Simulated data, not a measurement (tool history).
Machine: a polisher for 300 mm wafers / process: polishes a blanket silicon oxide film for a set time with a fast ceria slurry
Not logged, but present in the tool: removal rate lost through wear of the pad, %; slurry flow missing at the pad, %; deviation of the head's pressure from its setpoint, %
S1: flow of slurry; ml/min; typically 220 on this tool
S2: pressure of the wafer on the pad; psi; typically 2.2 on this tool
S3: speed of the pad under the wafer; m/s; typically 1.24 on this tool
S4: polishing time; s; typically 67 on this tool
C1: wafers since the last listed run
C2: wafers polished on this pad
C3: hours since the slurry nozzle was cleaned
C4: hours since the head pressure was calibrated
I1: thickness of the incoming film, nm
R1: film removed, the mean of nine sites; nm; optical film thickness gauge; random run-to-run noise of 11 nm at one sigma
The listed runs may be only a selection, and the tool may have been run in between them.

run,hour,S1,S2,S3,S4,C1,C2,C3,C4,I1,R1
1,0,220,2.2,1.24,67,0,844,259.9,415.9,3015.6,903.9
2,9.5,220,2.2,1.24,79,122,967,269.4,425.4,2996.5,1074.6
3,21.2,220,2.2,1.24,79,150,1117,281.1,437.1,2991.5,1054.9
# hour 25.6: worn pad replaced by a new one
4,35.9,220,2.2,1.24,79,137,132,295.8,451.8,3028,1062.5
5,43.5,220,2.2,1.24,67,97,230,303.4,459.4,2964.5,907.7
6,60.4,220,2.2,1.48,53,217,447,320.3,476.3,2979.3,856.5
# hour 76: head pressure recalibrated
7,76.5,220,2.2,1.24,67,181,628,336.4,0.5,2927.7,911.2
# hour 90.5: slurry nozzle cleaned
8,92,220,2.2,1.24,67,186,815,1.5,16,2974.2,1008.6
# hour 101.3: worn pad replaced by a new one
9,102.6,220,2.2,1.24,67,84,16,12.1,26.6,2939.2,1012.4
10,115,220,2.8,1.06,67,159,176,24.5,39,2962.8,1064.3
11,122.1,220,2.2,1.24,54,91,267,31.6,46.1,2981.8,781.3
12,129.9,255,2.2,1.24,67,100,368,39.4,53.9,2998.5,991.9
13,147.5,160,1.9,1.24,52,226,594,57,71.5,2951.9,597.8
14,157.7,250,1.5,0.94,67,131,725,67.2,81.7,2977.7,524.8
15,173.6,220,2.2,0.84,87,204,930,83.1,97.6,2969.9,859.6
# hour 187.2: worn pad replaced by a new one
16,216.1,240,2.5,1.68,75,495,372,125.6,140.1,2944.6,1573.1

Branching from run 16: 3 alternative next runs. What would each branch give?
A,216.5,220,2.2,1.24,67,5,377,126,140.5,2961,?
B,216.5,285,2.2,1.24,45,5,377,126,140.5,2961,?
C,216.5,245,2.7,0.92,79,5,377,126,140.5,2961,?

run,R1
A,920.8
B,648.6
C,1036.5
Had the tool no hidden state, the same runs would have come out as:
run,R1
A,993
B,687.3
C,1109

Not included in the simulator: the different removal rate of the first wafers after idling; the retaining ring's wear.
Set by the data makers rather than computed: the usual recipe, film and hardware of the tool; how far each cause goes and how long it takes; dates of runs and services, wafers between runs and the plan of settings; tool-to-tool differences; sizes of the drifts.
